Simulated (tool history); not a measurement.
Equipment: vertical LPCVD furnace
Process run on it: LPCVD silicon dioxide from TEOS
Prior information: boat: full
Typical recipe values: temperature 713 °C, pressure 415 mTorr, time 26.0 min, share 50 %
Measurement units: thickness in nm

run     day  temperature  pressure  time  share  read-back reference wafer on the same gauge, thickness  thickness
  1   0.000          713       380  26.0     56                                                  290.81     273.49
  2   0.838          713       380  26.0     56                                                  290.87     274.08
  3   1.933          713       380  26.0     56                                                  290.86     273.30
  4   2.996          713       415  18.5     50                                                  291.15     192.67
  5   3.867          713       415  18.5     50                                                  290.99     192.81
  6   4.617          713       415  26.0     50                                                  290.99     272.04
  7   6.617          713       415  26.0     50                                                  291.03     271.76
  8   6.829          713       345  26.0     50                                                  290.98     247.80
  9   7.446          704       415  32.0     42                                                  291.15     250.55
 10   8.879          707       415  31.0     42                                                  291.03     244.79
 11   9.092          713       415  26.0     53                                                  291.09     263.50
 12   9.517          713       345  26.0     50                                                  290.84     233.48
 13  10.958          713       415  26.0     50                                                  291.08     256.13
 14  11.750          723       415  20.5     44                                                  291.13     236.11
 15  12.571          723       415  26.0     50                                                  291.15     321.42

Not shown: 4 entries that the log had between the listed runs. Between which runs, and how does the tool's hidden state differ before and after?
In the gap between runs 6 and 7: TEOS flow controller replaced (day 5.929); gauge calibrated (day 6.333); pressure gauge zeroed (day 6.596)
  true tube temperature minus thermocouple reading, K: 3.08 -> 3.21
  difference, measured minus the result without the unlogged condition, thickness: +18.26 -> +18.97 nm
In the gap between runs 9 and 10: thermocouples replaced and temperature profile calibrated (day 8.858)
  true tube temperature minus thermocouple reading, K: 3.26 -> 0.457
  difference, measured minus the result without the unlogged condition, thickness: +18.09 -> +2.55 nm

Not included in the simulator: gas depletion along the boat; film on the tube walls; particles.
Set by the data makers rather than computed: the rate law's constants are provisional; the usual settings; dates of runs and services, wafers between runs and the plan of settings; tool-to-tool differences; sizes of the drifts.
